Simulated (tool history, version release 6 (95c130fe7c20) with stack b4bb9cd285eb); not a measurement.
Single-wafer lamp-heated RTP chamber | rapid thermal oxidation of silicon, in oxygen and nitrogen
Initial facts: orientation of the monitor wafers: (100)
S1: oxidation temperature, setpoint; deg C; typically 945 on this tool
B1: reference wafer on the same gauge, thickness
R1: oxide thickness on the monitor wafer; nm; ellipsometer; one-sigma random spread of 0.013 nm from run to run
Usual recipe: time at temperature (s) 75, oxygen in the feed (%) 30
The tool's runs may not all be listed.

Run 1, hour 0: usual settings; B1 3.39. Result: R1 3.128 nm.
Run 2, hour 22.8: usual settings but S1 954 deg C; B1 3.395. Result: R1 3.278 nm.
Run 3, hour 51.7: usual settings but S1 954 deg C; B1 3.391. Result: R1 3.285 nm.
Run 4, hour 71.8: usual settings but S1 954 deg C; B1 3.392. Result: R1 3.289 nm.
Run 5, hour 84.3: usual settings but S1 968 deg C; B1 3.387. Result: R1 3.56 nm.
Run 6, hour 189.9: usual settings but S1 968 deg C; B1 3.388. Result: R1 3.583 nm.
Run 7, hour 207.3: usual settings but S1 968 deg C; B1 3.391. Result: R1 3.58 nm.
Run 8, hour 220.2: usual settings; B1 3.39. Result: R1 3.156 nm.
Run 9, hour 239.6: usual settings; B1 3.387. Result: R1 3.16 nm.
Run 10, hour 280.6: usual settings; B1 3.391. Result: R1 3.153 nm.
At hour 308.3: oxygen flow controller replaced.
Run 11, hour 313.6: usual settings; B1 3.391. Result: R1 3.159 nm.
Run 12, hour 346.2: usual settings; B1 3.393. Result: R1 3.183 nm.
Run 13, hour 364.1: usual settings; B1 3.391. Result: R1 3.199 nm.
Run 14, hour 378.2: usual settings; B1 3.386. Result: R1 3.182 nm.
Run 15, hour 397: usual settings but S1 928 deg C; B1 3.389. Result: R1 2.931 nm.
Run 16, hour 414.1: usual settings; B1 3.391. Result: R1 3.187 nm.
At hour 443.3: gauge calibrated.
Run 17, hour 472.3: usual settings; B1 3.388. Result: R1 3.192 nm.
Run 18, hour 501: usual settings; B1 3.388. Result: R1 3.195 nm.
At hour 518.7: pyrometer window cleaned and pyrometer calibrated.
Run 19, hour 520.3: usual settings but time at temperature (s) 53, oxygen in the feed (%) 41; B1 3.389. Result: R1 3.211 nm.
Run 20, hour 549.5: usual settings but S1 964 deg C; B1 3.392. Result: R1 3.714 nm.
Run 21, hour 580.6: usual settings but S1 921 deg C; B1 3.391. Result: R1 2.933 nm.
Run 22, hour 604.9: usual settings but oxygen in the feed (%) 45; B1 3.392. Result: R1 3.716 nm.
Run 23, hour 640.6: usual settings but S1 958 deg C, oxygen in the feed (%) 18; B1 3.386. Result: R1 3.161 nm.
Run 24, hour 663.4: usual settings; B1 3.387. Result: R1 3.312 nm.
At hour 689.3: pyrometer window cleaned and pyrometer calibrated, repeated, since the last time left the tool worse.
Run 25, hour 691.1: usual settings but time at temperature (s) 107, oxygen in the feed (%) 17; B1 3.39. Result: R1 3.114 nm.
Run 26, hour 712.9: usual settings; B1 3.391. Result: R1 3.109 nm.
Run 27, hour 736.1: usual settings but oxygen in the feed (%) 17; B1 3.39. Result: R1 2.833 nm.
Run 28, hour 766.9: usual settings but S1 956 deg C; B1 3.392. Result: R1 3.304 nm.
Run 29, hour 779.4: usual settings but S1 917 deg C, time at temperature (s) 49, oxygen in the feed (%) 19; B1 3.393. Result: R1 2.417 nm.
Run 30, hour 795.1: usual settings but oxygen in the feed (%) 57; B1 3.388. Result: R1 3.667 nm.
Run 31, hour 824.9: usual settings; B1 3.391. Result: R1 3.139 nm.
Run 32, hour 854.1: usual settings but time at temperature (s) 98; B1 3.388. Result: R1 3.403 nm.
Run 33, hour 887.8: usual settings; B1 3.39. Result: R1 3.151 nm.
Run 34, hour 913.2: usual settings; B1 3.393. Result: R1 3.15 nm.
Run 35, hour 927.7: usual settings; B1 3.392. Result: R1 3.13 nm.
Run 36, hour 962.8: usual settings but S1 923 deg C, time at temperature (s) 58, oxygen in the feed (%) 17; B1 3.388. Result: R1 2.486 nm.
Run 37, hour 992.7: usual settings but S1 926 deg C, time at temperature (s) 92; B1 3.389. Result: R1 3.045 nm.
Run 38, hour 1012.1: usual settings but oxygen in the feed (%) 38; B1 3.389. Result: R1 3.339 nm.

Branching from run 38: 4 alternative next runs. What would each branch give?
Run A, hour 1012.6: usual settings; B1 ?. Result: R1 ?.
Run B, hour 1012.6: usual settings but S1 926 deg C, time at temperature (s) 91; B1 ?. Result: R1 ?.
Run C, hour 1012.6: usual settings but S1 931 deg C, time at temperature (s) 106, oxygen in the feed (%) 44; B1 ?. Result: R1 ?.
Run D, hour 1012.6: usual settings but S1 964 deg C, time at temperature (s) 109; B1 ?. Result: R1 ?.

run    B1     R1
  A  3.39  3.128
  B  3.39  3.022
  C  3.39  3.557
  D  3.39  3.985
Take away the tool's hidden state, keep each run's random variation, and the runs would have read:
run     R1
  A  3.099
  B  2.996
  C  3.517
  D  3.938
